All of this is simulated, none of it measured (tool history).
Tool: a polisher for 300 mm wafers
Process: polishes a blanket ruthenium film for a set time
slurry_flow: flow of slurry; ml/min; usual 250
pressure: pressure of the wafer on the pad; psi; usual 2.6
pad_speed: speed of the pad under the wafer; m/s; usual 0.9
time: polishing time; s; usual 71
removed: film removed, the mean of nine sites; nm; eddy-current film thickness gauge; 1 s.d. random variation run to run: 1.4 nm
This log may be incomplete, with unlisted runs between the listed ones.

run    hour  slurry_flow  pressure  pad_speed  time  wafers since the last listed run  wafers polished on this pad  hours since the slurry nozzle was cleaned  hours since the head pressure was calibrated  incoming thickness of the incoming film, nm  removed
  1       0          250       2.6        0.9    71                                 0                         2624                                      265.2                                          97.8                                        320.2    107.8
       15.4  -- worn pad replaced by a new one
  2    61.1          250       2.6        0.9    71                               528                          422                                      326.3                                         158.9                                        315.2    106.5
  3    96.6          250       2.8        0.9    71                               328                          751                                      361.8                                         194.4                                        315.6      116
      160.8  -- slurry nozzle cleaned
  4   162.6          250       2.8        0.9    71                               601                         1352                                        1.8                                         260.4                                          321    113.3
  5   200.9          250       2.8        0.9    71                               354                         1707                                       40.1                                         298.7                                        321.6    112.9
      249.8  -- head pressure recalibrated
      262.4  -- worn pad replaced by a new one
  6   263.9          195       2.6        0.9    88                               527                           13                                      103.1                                          14.1                                        326.3    128.6
  7   335.7          195       2.6        0.9    88                               664                          677                                      174.9                                          85.9                                        318.8    129.5
  8   378.8          250       2.6        0.9    71                               398                         1076                                        218                                           129                                        317.4    107.4
  9   443.3          250       2.6        0.9    71                               596                         1673                                      282.5                                         193.5                                        319.1    107.3
 10   484.4          250       2.6        0.9    71                               380                         2053                                      323.6                                         234.6                                        319.1      105
 11   526.5          250       2.6        0.9    71                               389                         2443                                      365.7                                         276.7                                        315.9    105.5
      542.2  -- worn pad replaced by a new one
      560.2  -- head pressure recalibrated
 12   588.9          250       2.6        0.9    71                               521                          413                                      428.1                                          28.7                                        321.5    106.1
 13   619.6          250       2.6        0.9    71                               284                          698                                      458.8                                          59.4                                        317.6    106.5
 14   688.4          250       2.6        0.9    71                               636                         1334                                      527.6                                         128.2                                          314    106.9
      713.5  -- slurry nozzle cleaned
 15   720.4          165       1.9        0.9    71                               286                         1621                                        6.9                                         160.2                                        317.9     74.4
 16   760.5          250       2.6        0.9    71                               371                         1992                                         47                                         200.3                                        316.6    108.7
      777.6  -- worn pad replaced by a new one
 17   828.5          295       2.4       1.16    90                               592                          470                                        115                                         268.3                                        324.5    162.5
 18     858          250       2.6        0.9    62                               272                          743                                      144.5                                         297.8                                        319.7     94.1
 19   919.8          250       2.6        0.9    71                               571                         1315                                      206.3                                         359.6                                        321.9    106.7
        959  -- head pressure recalibrated
 20   983.1          170       2.9       1.16    95                               567                         1882                                      269.6                                          24.1                                        320.8    191.1
 21    1037          205       3.2        0.9    71                               498                         2381                                      323.5                                            78                                        318.5    132.4
     1088.3  -- worn pad replaced by a new one
 22  1095.3          180       3.3       0.68    90                               502                           64                                      381.8                                         136.3                                        319.9    126.6
       1130  -- slurry nozzle cleaned
 23  1160.3          250       2.6        0.9    71                               592                          656                                       30.3                                         201.3                                        317.3    108.6
 24  1231.7          250       2.6       1.14    71                               660                         1317                                      101.7                                         272.7                                        320.6      134
 25  1259.5          335       2.1        0.7    71                               257                         1574                                      129.5                                         300.5                                        320.3     68.4
 26  1285.7          250       2.9       0.62    71                               242                         1817                                      155.7                                         326.7                                        319.4     85.2
     1304.3  -- head pressure recalibrated
 27  1324.9          250       2.2        0.9    71                               344                         2161                                      194.9                                          20.6                                        320.3     88.2
 28  1374.8          250       2.6       1.06    71                               461                         2623                                      244.8                                          70.5                                        321.5    121.3

Entry by entry between the runs, the difference in hidden state between the last listed run before and the first listed run after:
After run 1, before run 2: worn pad replaced by a new one (hour 15.4)
  the hidden state is the same at both runs
After run 3, before run 4: slurry nozzle cleaned (hour 160.8)
  the hidden state is the same at both runs
After run 5, before run 6: head pressure recalibrated (hour 249.8); worn pad replaced by a new one (hour 262.4)
  the hidden state is the same at both runs
After run 11, before run 12: worn pad replaced by a new one (hour 542.2); head pressure recalibrated (hour 560.2)
  the hidden state is the same at both runs
After run 14, before run 15: slurry nozzle cleaned (hour 713.5)
  the hidden state is the same at both runs
After run 16, before run 17: worn pad replaced by a new one (hour 777.6)
  the hidden state is the same at both runs
After run 19, before run 20: head pressure recalibrated (hour 959)
  the hidden state is the same at both runs
After run 21, before run 22: worn pad replaced by a new one (hour 1088.3)
  the hidden state is the same at both runs
After run 22, before run 23: slurry nozzle cleaned (hour 1130)
  the hidden state is the same at both runs
After run 26, before run 27: head pressure recalibrated (hour 1304.3)
  the hidden state is the same at both runs
